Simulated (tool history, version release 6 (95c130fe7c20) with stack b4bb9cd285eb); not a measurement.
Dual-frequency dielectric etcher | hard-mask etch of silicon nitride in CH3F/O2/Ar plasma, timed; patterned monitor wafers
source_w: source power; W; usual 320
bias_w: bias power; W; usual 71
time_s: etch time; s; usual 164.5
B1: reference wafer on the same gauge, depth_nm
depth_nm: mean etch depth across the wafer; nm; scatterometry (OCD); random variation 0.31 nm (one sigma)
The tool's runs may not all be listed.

run 1 hour=0.0 | source_w=320 bias_w=57 time_s=164.5 | B1=126.0 | depth_nm=95.4
run 2 hour=40.7 | source_w=320 bias_w=57 time_s=164.5 | B1=126.2 | depth_nm=95.4
-- hour=170.5 wet clean of the chamber
run 3 hour=217.1 | source_w=320 bias_w=57 time_s=164.5 | B1=126.1 | depth_nm=97.2
run 4 hour=254.9 | source_w=320 bias_w=82 time_s=164.5 | B1=125.9 | depth_nm=110.7
run 5 hour=298.3 | source_w=320 bias_w=82 time_s=164.5 | B1=126.0 | depth_nm=110.7
run 6 hour=367.1 | source_w=320 bias_w=82 time_s=164.5 | B1=126.0 | depth_nm=110.1
-- hour=429.1 upper electrode replaced
run 7 hour=429.6 | source_w=320 bias_w=71 time_s=135.0 | B1=126.0 | depth_nm=85.8
run 8 hour=477.6 | source_w=320 bias_w=71 time_s=135.0 | B1=125.9 | depth_nm=85.3
run 9 hour=521.3 | source_w=320 bias_w=71 time_s=135.0 | B1=126.0 | depth_nm=85.4
run 10 hour=618.7 | source_w=320 bias_w=71 time_s=164.5 | B1=125.9 | depth_nm=102.9
run 11 hour=659.3 | source_w=370 bias_w=56 time_s=203.5 | B1=125.9 | depth_nm=122.7
run 12 hour=748.3 | source_w=240 bias_w=71 time_s=122.0 | B1=126.0 | depth_nm=70.5
-- hour=830.7 gauge calibrated
-- hour=836.2 wet clean of the chamber
run 13 hour=836.7 | source_w=320 bias_w=63 time_s=122.0 | B1=126.0 | depth_nm=75.4
run 14 hour=855.8 | source_w=320 bias_w=57 time_s=164.5 | B1=126.0 | depth_nm=98.1
-- hour=949.4 source power generator calibrated
run 15 hour=961.0 | source_w=360 bias_w=71 time_s=132.5 | B1=126.0 | depth_nm=87.8
run 16 hour=1058.8 | source_w=320 bias_w=71 time_s=164.5 | B1=126.1 | depth_nm=104.7
-- hour=1069.5 bias power generator calibrated
run 17 hour=1131.6 | source_w=350 bias_w=81 time_s=141.5 | B1=126.0 | depth_nm=96.8
run 18 hour=1235.5 | source_w=320 bias_w=71 time_s=164.5 | B1=126.1 | depth_nm=103.3
run 19 hour=1340.7 | source_w=270 bias_w=71 time_s=203.0 | B1=126.0 | depth_nm=121.9
run 20 hour=1403.6 | source_w=350 bias_w=81 time_s=207.0 | B1=126.1 | depth_nm=139.0

The tool's hidden state at each run:
source power that arrives over what is set, %: 0 in every run
bias power that arrives over what is set, %: 0 in every run
gauge reads high (%): 0 in every run
H1: etch rate over this chamber's usual, %
run=1 H1=-2.92
run=2 H1=-3.15
run=3 H1=-0.667
run=4 H1=-0.878
run=5 H1=-1.12
run=6 H1=-1.5
run=7 H1=-1.85
run=8 H1=-2.12
run=9 H1=-2.36
run=10 H1=-2.9
run=11 H1=-3.13
run=12 H1=-3.62
run=13 H1=-0.0144
run=14 H1=-0.121
run=15 H1=-0.706
run=16 H1=-1.25
run=17 H1=-1.66
run=18 H1=-2.23
run=19 H1=-2.82
run=20 H1=-3.17
